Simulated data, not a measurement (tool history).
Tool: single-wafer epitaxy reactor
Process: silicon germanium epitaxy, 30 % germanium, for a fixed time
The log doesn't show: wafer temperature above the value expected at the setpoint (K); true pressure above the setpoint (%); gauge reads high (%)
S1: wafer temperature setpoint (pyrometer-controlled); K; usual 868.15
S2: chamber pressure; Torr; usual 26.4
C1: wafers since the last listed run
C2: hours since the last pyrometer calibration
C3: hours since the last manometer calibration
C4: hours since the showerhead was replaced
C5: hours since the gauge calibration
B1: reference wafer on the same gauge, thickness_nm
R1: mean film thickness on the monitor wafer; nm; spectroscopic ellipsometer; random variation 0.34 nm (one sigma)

run 1 hour=0.0 | S1=868.15 S2=26.4 | C1=0 C2=1231.6 C3=831.8 C4=3805.2 C5=207.5 | B1=69.301 | R1=54.039
run 2 hour=46.6 | S1=868.15 S2=26.4 | C1=655 C2=1278.2 C3=878.4 C4=3851.8 C5=254.1 | B1=69.284 | R1=53.931
run 3 hour=61.8 | S1=868.15 S2=26.4 | C1=213 C2=1293.4 C3=893.6 C4=3867.0 C5=269.3 | B1=69.305 | R1=53.727
run 4 hour=89.5 | S1=868.15 S2=26.4 | C1=389 C2=1321.1 C3=921.3 C4=3894.7 C5=297.0 | B1=69.282 | R1=53.539
run 5 hour=124.3 | S1=862.15 S2=26.4 | C1=489 C2=1355.9 C3=956.1 C4=3929.5 C5=331.8 | B1=69.279 | R1=46.456
run 6 hour=160.1 | S1=874.15 S2=26.4 | C1=503 C2=1391.7 C3=991.9 C4=3965.3 C5=367.6 | B1=69.305 | R1=59.892
-- hour=169.2 gauge calibrated
-- hour=176.6 capacitance manometer re-zeroed and calibrated
run 7 hour=180.7 | S1=874.15 S2=26.4 | C1=177 C2=1412.3 C3=4.1 C4=3985.9 C5=11.5 | B1=69.300 | R1=59.483
-- hour=213.2 showerhead replaced, of another model than before
run 8 hour=213.7 | S1=864.15 S2=30.5 | C1=351 C2=1445.3 C3=37.1 C4=0.5 C5=44.5 | B1=69.335 | R1=50.109
run 9 hour=240.3 | S1=868.15 S2=26.4 | C1=374 C2=1471.9 C3=63.7 C4=27.1 C5=71.1 | B1=69.233 | R1=51.745
run 10 hour=260.5 | S1=857.15 S2=21.8 | C1=284 C2=1492.1 C3=83.9 C4=47.3 C5=91.3 | B1=69.387 | R1=38.776
run 11 hour=278.4 | S1=862.15 S2=28.3 | C1=251 C2=1510.0 C3=101.8 C4=65.2 C5=109.2 | B1=69.258 | R1=46.288
-- hour=296.8 pyrometer calibrated
run 12 hour=299.2 | S1=868.15 S2=26.4 | C1=180 C2=2.4 C3=122.6 C4=86.0 C5=130.0 | B1=69.326 | R1=58.718
run 13 hour=319.6 | S1=855.15 S2=21.3 | C1=286 C2=22.8 C3=143.0 C4=106.4 C5=150.4 | B1=69.363 | R1=42.053
run 14 hour=347.2 | S1=868.15 S2=26.4 | C1=388 C2=50.4 C3=170.6 C4=134.0 C5=178.0 | B1=69.324 | R1=58.671
run 15 hour=371.7 | S1=854.15 S2=22.9 | C1=344 C2=74.9 C3=195.1 C4=158.5 C5=202.5 | B1=69.262 | R1=41.916

4 ways to go on from here, each from the tool as it stands after run 15. What would each give?
run A hour=372.1 | S1=868.15 S2=26.4 | C1=5 C2=75.3 C3=195.5 C4=158.9 C5=202.9 | B1=? | R1=?
run B hour=372.1 | S1=857.15 S2=21.2 | C1=5 C2=75.3 C3=195.5 C4=158.9 C5=202.9 | B1=? | R1=?
run C hour=372.1 | S1=857.15 S2=26.4 | C1=5 C2=75.3 C3=195.5 C4=158.9 C5=202.9 | B1=? | R1=?
run D hour=372.1 | S1=860.15 S2=28.6 | C1=5 C2=75.3 C3=195.5 C4=158.9 C5=202.9 | B1=? | R1=?

run=A B1=69.307 R1=59.018
run=B B1=69.307 R1=44.074
run=C B1=69.307 R1=46.647
run=D B1=69.307 R1=50.868
Without the tool's hidden state the same runs would have given:
run=A R1=59.267
run=B R1=44.265
run=C R1=46.850
run=D R1=51.087
